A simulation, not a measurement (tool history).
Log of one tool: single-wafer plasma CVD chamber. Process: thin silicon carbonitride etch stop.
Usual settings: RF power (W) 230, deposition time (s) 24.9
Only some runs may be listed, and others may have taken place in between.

run    hour  RF power (W)  deposition time (s)  read-back reference wafer on the same gauge, thickness_nm  mean film thickness on the monitor wafer (nm)
  1       0           230                 24.9                                                     15.201                                         16.007
  2    37.3           230                 24.9                                                      15.23                                         15.874
  3    99.5           230                 24.9                                                     15.217                                         15.835
  4   125.6           230                 24.9                                                     15.195                                         15.941
  5   154.6           230                 24.9                                                     15.201                                         15.899
  6   360.9           230                 24.9                                                     15.194                                         15.688
  7   434.2           230                 24.9                                                     15.191                                         15.708
  8     464           230                 24.9                                                     15.195                                         15.746
  9     525           230                 24.9                                                     15.195                                         15.772
 10   596.9           230                 24.9                                                       15.2                                         15.741
 11   657.5           230                 24.9                                                      15.19                                         15.655
      667.5  -- thermocouple changed; heater temperature recalibrated
      687.2  -- showerhead replaced
 12   702.9           230                 24.9                                                     15.215                                         15.631
 13   733.6           210                 22.1                                                     15.204                                         13.423
 14   763.7           230                 24.9                                                     15.183                                         15.573
      806.3  -- RF generator calibrated
 15     822           255                 24.9                                                     15.214                                           16.8
 16   888.1           230                 24.9                                                      15.22                                         16.075
 17   915.4           230                 24.9                                                     15.175                                         16.171
 18   955.1           230                 20.6                                                     15.194                                         13.328
 19   984.1           240                 24.9                                                     15.199                                         16.418
     1007.3  -- gauge calibrated
 20  1019.1           230                 24.9                                                     15.222                                         16.165
 21  1068.9           215                 22.5                                                     15.214                                         14.076
 22  1125.6           230                 20.3                                                     15.209                                         13.146
 23  1163.5           250                 24.9                                                     15.173                                         16.558
 24    1194           230                 24.9                                                     15.176                                          16.21
 25  1246.5           215                 28.2                                                     15.198                                          17.68
 26  1291.6           255                 21.2                                                     15.194                                         14.285

Predict each of these 4 candidate next runs independently; none follows another, all start after run 26:
  A  1292           210                 24.9                                                          ?                                              ?
  B  1292           195                 26.6                                                          ?                                              ?
  C  1292           230                 27.9                                                          ?                                              ?
  D  1292           215                 22.2                                                          ?                                              ?

run  read-back reference wafer on the same gauge, thickness_nm  mean film thickness on the monitor wafer (nm)
  A                                                     15.185                                         15.518
  B                                                     15.185                                         16.011
  C                                                     15.185                                         18.112
  D                                                     15.185                                         13.984
With no hidden state in the tool, these same runs would have given:
run  mean film thickness on the monitor wafer (nm)
  A                                         15.595
  B                                         16.091
  C                                         18.203
  D                                         14.054
